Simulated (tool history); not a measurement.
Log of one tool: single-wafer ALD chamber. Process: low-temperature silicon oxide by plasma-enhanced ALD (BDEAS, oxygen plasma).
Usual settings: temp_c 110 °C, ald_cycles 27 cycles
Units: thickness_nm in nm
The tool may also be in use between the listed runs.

run,hour,temp_c,ald_cycles,wafers since the last listed run,hours since the last thermocouple change,hours since the gauge calibration,"read-back reference wafer on the same gauge, thickness_nm",thickness_nm
1,0,110,27,0,1781.9,167.8,3.36,3.669
2,25,110,27,272,1806.9,192.8,3.365,3.682
3,59.8,110,27,379,1841.7,227.6,3.368,3.689
4,89.1,110,27,319,1871,256.9,3.368,3.7
5,114.5,116,27,276,1896.4,282.3,3.372,3.652
6,143.8,116,27,319,1925.7,311.6,3.38,3.632
7,171.7,116,27,304,1953.6,339.5,3.378,3.667
8,196.2,110,24,267,1978.1,364,3.385,3.292
9,211,110,24,161,1992.9,378.8,3.388,3.315
10,229.2,110,24,198,2011.1,397,3.388,3.311
11,246.5,110,27,188,2028.4,414.3,3.392,3.694
12,260.2,110,27,149,2042.1,428,3.393,3.732
13,277.4,110,27,187,2059.3,445.2,3.398,3.754
14,307.3,110,27,325,2089.2,475.1,3.405,3.715
15,326.4,110,27,208,2108.3,494.2,3.41,3.724
16,355.3,123,22,315,2137.2,523.1,3.418,2.998
17,371.2,117,25,173,2153.1,539,3.422,3.444
18,390.5,110,31,210,2172.4,558.3,3.42,4.282
19,424.8,97,31,373,2206.7,592.6,3.43,4.404
# hour 432.7: gauge calibrated
20,456.8,110,27,348,2238.7,24.1,3.344,3.665
# hour 509.9: thermocouple changed; heater temperature recalibrated
21,524.8,118,23,654,14.9,92.1,3.344,3.089
22,537.9,118,27,142,28,105.2,3.344,3.596
23,564.4,110,32,288,54.5,131.7,3.344,4.362
24,585.9,118,30,234,76,153.2,3.349,3.985
25,617.2,123,27,341,107.3,184.5,3.347,3.572
26,651,119,27,368,141.1,218.3,3.352,3.607
27,676.1,101,27,273,166.2,243.4,3.356,3.723

Hidden state or all else? Some run-to-run changes of thickness_nm, split into what the settings, what came in and random variation would give without the hidden state, and what is left for the hidden state (with any gauge scatter that isn't in both results):
The hidden state here: wafer temperature above the value expected at the setpoint (K); gauge reads high (%).
Run 17 -> 18: temp_c 117 -> 110, ald_cycles 25 -> 31. thickness_nm +0.838 nm: hidden state +0.021, all else +0.817.
Run 19 -> 20: temp_c 97 -> 110, ald_cycles 31 -> 27, gauge calibrated. thickness_nm -0.739 nm: hidden state -0.114, all else -0.625.
Run 22 -> 23: temp_c 118 -> 110, ald_cycles 27 -> 32. thickness_nm +0.766 nm: hidden state +0, all else +0.766.

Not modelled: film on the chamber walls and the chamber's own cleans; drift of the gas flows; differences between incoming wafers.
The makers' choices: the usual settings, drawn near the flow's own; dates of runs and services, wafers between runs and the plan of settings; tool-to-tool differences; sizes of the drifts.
